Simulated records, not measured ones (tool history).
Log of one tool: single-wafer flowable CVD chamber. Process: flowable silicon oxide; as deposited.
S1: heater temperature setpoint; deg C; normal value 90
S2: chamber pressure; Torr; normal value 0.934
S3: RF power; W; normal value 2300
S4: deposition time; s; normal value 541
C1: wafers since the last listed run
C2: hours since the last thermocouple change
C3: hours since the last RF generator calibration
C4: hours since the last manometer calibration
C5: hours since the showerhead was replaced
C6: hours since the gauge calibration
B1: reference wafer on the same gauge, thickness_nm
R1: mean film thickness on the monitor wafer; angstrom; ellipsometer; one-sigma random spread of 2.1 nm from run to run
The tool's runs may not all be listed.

{"run": 1, "day": 0.0, "S1": 90, "S2": 0.934, "S3": 2300, "S4": 541, "C1": 0, "C2": 2224.1, "C3": 1056.6, "C4": 167.2, "C5": 3411.3, "C6": 975.6, "B1": 439.996, "R1": 5225.44}
{"run": 2, "day": 1.392, "S1": 90, "S2": 0.934, "S3": 2300, "S4": 541, "C1": 83, "C2": 2257.5, "C3": 1090.0, "C4": 200.6, "C5": 3444.7, "C6": 1009.0, "B1": 440.503, "R1": 5190.36}
{"day": 2.479, "done": "gauge calibrated"}
{"run": 3, "day": 2.646, "S1": 94, "S2": 0.934, "S3": 2300, "S4": 541, "C1": 75, "C2": 2287.6, "C3": 1120.1, "C4": 230.7, "C5": 3474.8, "C6": 4.0, "B1": 439.868, "R1": 4533.77}
{"run": 4, "day": 3.842, "S1": 99, "S2": 0.934, "S3": 2300, "S4": 541, "C1": 71, "C2": 2316.3, "C3": 1148.8, "C4": 259.4, "C5": 3503.5, "C6": 32.7, "B1": 440.354, "R1": 3809.24}
{"run": 5, "day": 4.967, "S1": 90, "S2": 0.934, "S3": 2300, "S4": 541, "C1": 67, "C2": 2343.3, "C3": 1175.8, "C4": 286.4, "C5": 3530.5, "C6": 59.7, "B1": 440.125, "R1": 5190.0}
{"run": 6, "day": 5.712, "S1": 90, "S2": 1.014, "S3": 2300, "S4": 541, "C1": 44, "C2": 2361.2, "C3": 1193.7, "C4": 304.3, "C5": 3548.4, "C6": 77.6, "B1": 440.018, "R1": 5635.82}
{"run": 7, "day": 6.638, "S1": 90, "S2": 0.934, "S3": 2300, "S4": 541, "C1": 55, "C2": 2383.4, "C3": 1215.9, "C4": 326.5, "C5": 3570.6, "C6": 99.8, "B1": 439.708, "R1": 5200.92}
{"day": 7.788, "done": "RF generator calibrated"}
{"run": 8, "day": 7.942, "S1": 90, "S2": 0.934, "S3": 2300, "S4": 541, "C1": 58, "C2": 2414.7, "C3": 3.7, "C4": 357.8, "C5": 3601.9, "C6": 131.1, "B1": 439.981, "R1": 5220.1}
{"run": 9, "day": 10.933, "S1": 77, "S2": 1.148, "S3": 2480, "S4": 625, "C1": 179, "C2": 2486.5, "C3": 75.5, "C4": 429.6, "C5": 3673.7, "C6": 202.9, "B1": 440.302, "R1": 11078.02}
{"run": 10, "day": 11.771, "S1": 101, "S2": 0.709, "S3": 2560, "S4": 453, "C1": 50, "C2": 2506.6, "C3": 95.6, "C4": 449.7, "C5": 3693.8, "C6": 223.0, "B1": 439.79, "R1": 2295.47}
{"day": 12.646, "done": "showerhead replaced"}
{"run": 11, "day": 12.667, "S1": 90, "S2": 0.934, "S3": 2300, "S4": 568, "C1": 33, "C2": 2528.1, "C3": 117.1, "C4": 471.2, "C5": 0.5, "C6": 244.5, "B1": 439.615, "R1": 5390.44}
{"run": 12, "day": 13.338, "S1": 99, "S2": 1.03, "S3": 2565, "S4": 602, "C1": 40, "C2": 2544.2, "C3": 133.2, "C4": 487.3, "C5": 16.6, "C6": 260.6, "B1": 440.033, "R1": 4734.83}
{"run": 13, "day": 14.2, "S1": 90, "S2": 0.934, "S3": 2300, "S4": 541, "C1": 51, "C2": 2564.9, "C3": 153.9, "C4": 508.0, "C5": 37.3, "C6": 281.3, "B1": 440.417, "R1": 5168.3}
{"run": 14, "day": 15.162, "S1": 90, "S2": 0.934, "S3": 2300, "S4": 475, "C1": 57, "C2": 2588.0, "C3": 177.0, "C4": 531.1, "C5": 60.4, "C6": 304.4, "B1": 440.036, "R1": 4517.98}
{"run": 15, "day": 16.642, "S1": 90, "S2": 1.071, "S3": 1875, "S4": 541, "C1": 88, "C2": 2623.5, "C3": 212.5, "C4": 566.6, "C5": 95.9, "C6": 339.9, "B1": 439.57, "R1": 5689.77}
{"day": 17.117, "done": "thermocouple changed; heater temperature recalibrated"}
{"run": 16, "day": 17.396, "S1": 85, "S2": 0.934, "S3": 2060, "S4": 541, "C1": 25, "C2": 6.7, "C3": 230.6, "C4": 584.7, "C5": 114.0, "C6": 358.0, "B1": 439.893, "R1": 5928.73}
{"run": 17, "day": 18.004, "S1": 90, "S2": 0.934, "S3": 2300, "S4": 541, "C1": 36, "C2": 21.3, "C3": 245.2, "C4": 599.3, "C5": 128.6, "C6": 372.6, "B1": 440.243, "R1": 5124.41}
{"run": 18, "day": 19.408, "S1": 90, "S2": 0.934, "S3": 2300, "S4": 541, "C1": 84, "C2": 55.0, "C3": 278.9, "C4": 633.0, "C5": 162.3, "C6": 406.3, "B1": 440.152, "R1": 5143.03}
{"run": 19, "day": 20.6, "S1": 90, "S2": 0.934, "S3": 1900, "S4": 506, "C1": 71, "C2": 83.6, "C3": 307.5, "C4": 661.6, "C5": 190.9, "C6": 434.9, "B1": 440.576, "R1": 4626.68}
{"run": 20, "day": 21.846, "S1": 90, "S2": 0.934, "S3": 2300, "S4": 602, "C1": 74, "C2": 113.5, "C3": 337.4, "C4": 691.5, "C5": 220.8, "C6": 464.8, "B1": 440.026, "R1": 5693.71}
{"run": 21, "day": 22.971, "S1": 101, "S2": 0.934, "S3": 2470, "S4": 648, "C1": 67, "C2": 140.5, "C3": 364.4, "C4": 718.5, "C5": 247.8, "C6": 491.8, "B1": 439.911, "R1": 4248.37}
{"run": 22, "day": 23.862, "S1": 90, "S2": 0.934, "S3": 2155, "S4": 541, "C1": 53, "C2": 161.9, "C3": 385.8, "C4": 739.9, "C5": 269.2, "C6": 513.2, "B1": 439.887, "R1": 5076.76}
{"run": 23, "day": 25.042, "S1": 90, "S2": 0.934, "S3": 2300, "S4": 450, "C1": 70, "C2": 190.2, "C3": 414.1, "C4": 768.2, "C5": 297.5, "C6": 541.5, "B1": 439.744, "R1": 4286.01}
{"run": 24, "day": 25.912, "S1": 90, "S2": 1.052, "S3": 2005, "S4": 541, "C1": 52, "C2": 211.1, "C3": 435.0, "C4": 789.1, "C5": 318.4, "C6": 562.4, "B1": 439.733, "R1": 5645.13}
{"run": 25, "day": 27.367, "S1": 90, "S2": 0.934, "S3": 1980, "S4": 541, "C1": 87, "C2": 246.0, "C3": 469.9, "C4": 824.0, "C5": 353.3, "C6": 597.3, "B1": 439.918, "R1": 4982.53}
{"run": 26, "day": 28.412, "S1": 90, "S2": 0.934, "S3": 2300, "S4": 541, "C1": 62, "C2": 271.1, "C3": 495.0, "C4": 849.1, "C5": 378.4, "C6": 622.4, "B1": 439.921, "R1": 5121.5}
{"run": 27, "day": 29.329, "S1": 90, "S2": 0.934, "S3": 2300, "S4": 541, "C1": 55, "C2": 293.1, "C3": 517.0, "C4": 871.1, "C5": 400.4, "C6": 644.4, "B1": 440.111, "R1": 5114.48}

Branching from run 27: 5 alternative next runs. What would each branch give?
{"run": "A", "day": 29.354, "S1": 90, "S2": 0.934, "S3": 2300, "S4": 632, "C1": 1, "C2": 293.7, "C3": 517.6, "C4": 871.7, "C5": 401.0, "C6": 645.0, "B1": "?", "R1": "?"}
{"run": "B", "day": 29.354, "S1": 90, "S2": 0.934, "S3": 2570, "S4": 541, "C1": 1, "C2": 293.7, "C3": 517.6, "C4": 871.7, "C5": 401.0, "C6": 645.0, "B1": "?", "R1": "?"}
{"run": "C", "day": 29.354, "S1": 78, "S2": 0.729, "S3": 2300, "S4": 611, "C1": 1, "C2": 293.7, "C3": 517.6, "C4": 871.7, "C5": 401.0, "C6": 645.0, "B1": "?", "R1": "?"}
{"run": "D", "day": 29.354, "S1": 90, "S2": 0.934, "S3": 2535, "S4": 507, "C1": 1, "C2": 293.7, "C3": 517.6, "C4": 871.7, "C5": 401.0, "C6": 645.0, "B1": "?", "R1": "?"}
{"run": "E", "day": 29.354, "S1": 102, "S2": 0.934, "S3": 2580, "S4": 476, "C1": 1, "C2": 293.7, "C3": 517.6, "C4": 871.7, "C5": 401.0, "C6": 645.0, "B1": "?", "R1": "?"}

run=A B1=440.084 R1=6024.27
run=B B1=440.084 R1=5247.66
run=C B1=440.084 R1=6490.79
run=D B1=440.084 R1=4907.31
run=E B1=440.084 R1=3049.53
The same runs, with their run-to-run variation unchanged, on a tool lacking any hidden condition would have given:
run=A R1=6160.69
run=B R1=5366.48
run=C R1=6649.92
run=D R1=5018.43
run=E R1=3118.58
